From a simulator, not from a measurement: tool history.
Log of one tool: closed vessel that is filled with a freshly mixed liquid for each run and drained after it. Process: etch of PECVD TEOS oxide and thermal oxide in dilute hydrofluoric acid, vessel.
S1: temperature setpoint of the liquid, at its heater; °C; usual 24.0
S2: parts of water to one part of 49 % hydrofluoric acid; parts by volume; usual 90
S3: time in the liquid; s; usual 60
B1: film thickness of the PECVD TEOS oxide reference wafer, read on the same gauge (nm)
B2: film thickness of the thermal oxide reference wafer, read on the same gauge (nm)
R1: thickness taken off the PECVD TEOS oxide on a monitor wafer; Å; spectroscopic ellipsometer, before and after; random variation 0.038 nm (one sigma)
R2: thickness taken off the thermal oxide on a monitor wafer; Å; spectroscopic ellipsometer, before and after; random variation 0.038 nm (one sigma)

run    hour    S1   S2  S3     B1       B2     R1      R2
  1     0.0  24.0   90  35  60.00  139.990   36.2   18.82
  2    38.4  24.0   90  35  59.99  139.997   36.3   18.51
  3    80.3  24.0  100  75  59.99  139.984   68.5   35.06
  4   107.2  24.0  100  75  60.00  139.981   68.7   36.33
  5   164.0  23.0   90  60  60.01  139.976   59.2   30.77
  6   223.2  23.0   90  60  59.99  140.036   59.6   30.30
  7   277.4  23.0   90  60  60.00  139.992   59.1   30.38
  8   305.6  24.0   90  60  59.99  139.969   61.0   30.96
  9   349.6  24.0   90  60  59.97  139.954   61.0   31.59
 10   397.7  24.0  125  50  60.00  139.961   34.8   18.00
      408.1  -- gauge calibrated
 11   469.0  24.0  120  35  60.01  139.988   25.7   13.57
 12   677.4  24.0   90  60  59.99  139.975   60.9   31.10
      732.3  -- hydrofluoric acid flow meter replaced
 13   734.1  24.0   70  60  60.00  140.010   85.5   44.55
      753.0  -- thermometer replaced
 14   789.8  24.0   70  85  59.98  140.010  120.8   62.71
 15   831.4  24.0   60  50  59.99  140.051   83.9   43.48
 16   876.6  24.0   60  50  60.00  139.935   83.3   43.38
 17   996.1  24.0   90  60  59.99  140.009   64.9   32.69
 18  1046.2  21.5  110  60  59.99  140.042   46.7   23.97
 19  1078.3  27.0   45  90  60.01  140.008  229.6  116.06
 20  1107.6  19.0   90  40  60.00  139.985   34.6   17.77
 21  1145.6  27.0   90  60  60.00  139.962   72.0   36.94

Forecast run 22:
 22  1188.0  24.0  90  60   ?   ?   ?   ?

B1: 60.01
B2: 139.980
R1: 64.1 Å
R2: 33.25 Å
Without the tool's hidden state the same run would have given R1 65.8 Å, R2 34.16 Å.

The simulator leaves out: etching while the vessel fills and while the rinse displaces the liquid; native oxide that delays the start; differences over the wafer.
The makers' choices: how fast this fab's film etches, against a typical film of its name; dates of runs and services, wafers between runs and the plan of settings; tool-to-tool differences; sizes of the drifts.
